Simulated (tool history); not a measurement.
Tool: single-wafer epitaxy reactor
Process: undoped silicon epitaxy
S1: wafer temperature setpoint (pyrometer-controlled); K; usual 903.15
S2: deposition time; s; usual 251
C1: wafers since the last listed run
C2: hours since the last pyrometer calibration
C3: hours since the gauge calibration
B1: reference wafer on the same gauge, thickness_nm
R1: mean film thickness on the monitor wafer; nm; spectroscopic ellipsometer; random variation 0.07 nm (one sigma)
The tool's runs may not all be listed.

run 1 day=0 | S1=903.15 S2=251 | C1=0 C2=1066.1 C3=325.8 | B1=26.305 | R1=27.264
run 2 day=1.488 | S1=903.15 S2=251 | C1=157 C2=1101.8 C3=361.5 | B1=26.322 | R1=27.283
run 3 day=5.029 | S1=903.15 S2=251 | C1=374 C2=1186.8 C3=446.5 | B1=26.291 | R1=27.233
run 4 day=5.642 | S1=903.15 S2=251 | C1=64 C2=1201.5 C3=461.2 | B1=26.318 | R1=27.248
run 5 day=6.983 | S1=912.15 S2=251 | C1=142 C2=1233.7 C3=493.4 | B1=26.3 | R1=34.154
run 6 day=10.325 | S1=912.15 S2=251 | C1=353 C2=1313.9 C3=573.6 | B1=26.318 | R1=34.348
run 7 day=11.204 | S1=903.15 S2=251 | C1=93 C2=1335 C3=594.7 | B1=26.335 | R1=27.149
run 8 day=12.304 | S1=903.15 S2=251 | C1=116 C2=1361.4 C3=621.1 | B1=26.333 | R1=27.163
run 9 day=13.521 | S1=903.15 S2=251 | C1=128 C2=1390.6 C3=650.3 | B1=26.324 | R1=27.088
run 10 day=15.742 | S1=907.15 S2=251 | C1=235 C2=1443.9 C3=703.6 | B1=26.333 | R1=30.249
run 11 day=16.933 | S1=903.15 S2=251 | C1=126 C2=1472.5 C3=732.2 | B1=26.294 | R1=27.262
-- day=17.229 gauge calibrated
run 12 day=18.192 | S1=903.15 S2=280 | C1=133 C2=1502.7 C3=23.1 | B1=26.255 | R1=30.363
run 13 day=19.296 | S1=903.15 S2=280 | C1=116 C2=1529.2 C3=49.6 | B1=26.295 | R1=30.441
run 14 day=20.208 | S1=903.15 S2=251 | C1=96 C2=1551.1 C3=71.5 | B1=26.27 | R1=27.206
run 15 day=21.108 | S1=903.15 S2=208 | C1=95 C2=1572.7 C3=93.1 | B1=26.288 | R1=22.491
-- day=22.492 pyrometer calibrated
run 16 day=22.592 | S1=896.15 S2=219 | C1=121 C2=2.4 C3=128.7 | B1=26.347 | R1=20.196
run 17 day=23.758 | S1=911.15 S2=207 | C1=123 C2=30.4 C3=156.7 | B1=26.276 | R1=28.141
run 18 day=25.212 | S1=903.15 S2=251 | C1=153 C2=65.3 C3=191.6 | B1=26.321 | R1=27.666
run 19 day=26.858 | S1=896.15 S2=219 | C1=174 C2=104.8 C3=231.1 | B1=26.294 | R1=20.046
run 20 day=28.017 | S1=915.15 S2=209 | C1=122 C2=132.6 C3=258.9 | B1=26.29 | R1=31.204
run 21 day=29.475 | S1=915.15 S2=251 | C1=154 C2=167.6 C3=293.9 | B1=26.277 | R1=37.405
run 22 day=29.979 | S1=893.15 S2=283 | C1=53 C2=179.7 C3=306 | B1=26.294 | R1=23.758
run 23 day=31.217 | S1=907.15 S2=212 | C1=130 C2=209.4 C3=335.7 | B1=26.3 | R1=25.831
run 24 day=32.379 | S1=907.15 S2=227 | C1=123 C2=237.3 C3=363.6 | B1=26.302 | R1=27.529
run 25 day=32.896 | S1=899.15 S2=296 | C1=54 C2=249.7 C3=376 | B1=26.301 | R1=29.106
run 26 day=33.633 | S1=894.15 S2=277 | C1=78 C2=267.4 C3=393.7 | B1=26.286 | R1=23.762
run 27 day=34.654 | S1=896.15 S2=215 | C1=108 C2=291.9 C3=418.2 | B1=26.296 | R1=19.463

The same runs without the tool's hidden state, with the same run-to-run variation:
The hidden state here: wafer temperature above the value expected at the setpoint (K); gauge reads high (%).
run=1 R1=27.956
run=2 R1=27.984
run=3 R1=27.948
run=4 R1=27.966
run=5 R1=35.041
run=6 R1=35.254
run=7 R1=27.884
run=8 R1=27.902
run=9 R1=27.829
run=10 R1=31.074
run=11 R1=28.017
run=12 R1=31.207
run=13 R1=31.289
run=14 R1=27.966
run=15 R1=23.121
run=16 R1=20.333
run=17 R1=28.375
run=18 R1=27.96
run=19 R1=20.308
run=20 R1=31.637
run=21 R1=37.988
run=22 R1=24.164
run=23 R1=26.292
run=24 R1=28.053
run=25 R1=29.687
run=26 R1=24.259
run=27 R1=19.887
